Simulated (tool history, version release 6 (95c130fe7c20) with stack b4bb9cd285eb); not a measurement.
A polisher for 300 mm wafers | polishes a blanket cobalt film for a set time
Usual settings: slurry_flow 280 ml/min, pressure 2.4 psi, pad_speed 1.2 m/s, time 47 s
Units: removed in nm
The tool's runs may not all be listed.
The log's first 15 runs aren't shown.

run   hour  slurry_flow  pressure  pad_speed  time  wafers since the last listed run  wafers polished on this pad  hours since the slurry nozzle was cleaned  hours since the head pressure was calibrated  incoming thickness of the incoming film, nm  removed
 16  271.7          280       2.4          1    36                               100                          682                                       86.3                                            73                                          963    194.9
     279.6  -- worn pad replaced by a new one
 17  284.5          280       2.4       1.38    47                                61                           34                                       99.1                                          85.8                                        950.7    346.4
 18  300.9          280       2.4        1.2    47                               114                          148                                      115.5                                         102.2                                        948.7    311.9
 19  307.4          280       2.4        1.2    36                                45                          194                                        122                                         108.7                                        967.8    230.9
 20  320.8          280       2.1       0.86    47                                93                          287                                      135.4                                         122.1                                        957.9    192.2
 21  337.8          280       2.4        1.2    47                               118                          406                                      152.4                                         139.1                                        960.7    304.9
 22  348.7          280       2.4       1.44    47                                76                          482                                      163.3                                           150                                        961.3    363.1
 23  360.5          280       2.4        1.2    47                                82                          564                                      175.1                                         161.8                                        963.5      314
 24  374.6          280         3        1.2    47                                98                          663                                      189.2                                         175.9                                          956    382.9
 25  382.9          280       3.1       1.38    57                                57                          721                                      197.5                                         184.2                                        944.6    556.7
     388.7  -- worn pad replaced by a new one
 26  400.9          245       2.4       1.48    61                                97                           85                                      215.5                                         202.2                                        961.5    479.5
 27  409.1          365       2.4       1.34    47                                57                          142                                      223.7                                         210.4                                        957.4      354
 28  425.5          280       2.4        1.2    47                               114                          256                                      240.1                                         226.8                                        962.7    306.3
 29  437.2          280       2.4        1.2    47                                81                          338                                      251.8                                         238.5                                          965    309.1
 30  451.7          280       2.4       1.34    47                               101                          439                                      266.3                                           253                                        939.3    344.9
 31  467.6          280       2.4       0.86    47                               110                          550                                      282.2                                         268.9                                        970.8    221.4
 32  479.2          280       2.4        1.2    47                                80                          631                                      293.8                                         280.5                                        955.4    308.3

3 ways to go on from here, each from the tool as it stands after run 32. What would each give?
  A  479.6          280       2.4       0.82    47                                 2                          634                                      294.2                                         280.9                                          976        ?
  B  479.6          325       2.4        1.2    47                                 2                          634                                      294.2                                         280.9                                          976        ?
  C  479.6          340       2.4        1.2    41                                 2                          634                                      294.2                                         280.9                                          976        ?

run  removed
  A    211.4
  B    314.5
  C    275.6
Without the tool's hidden state the same runs would have given:
run  removed
  A    210.5
  B    312.5
  C    273.7

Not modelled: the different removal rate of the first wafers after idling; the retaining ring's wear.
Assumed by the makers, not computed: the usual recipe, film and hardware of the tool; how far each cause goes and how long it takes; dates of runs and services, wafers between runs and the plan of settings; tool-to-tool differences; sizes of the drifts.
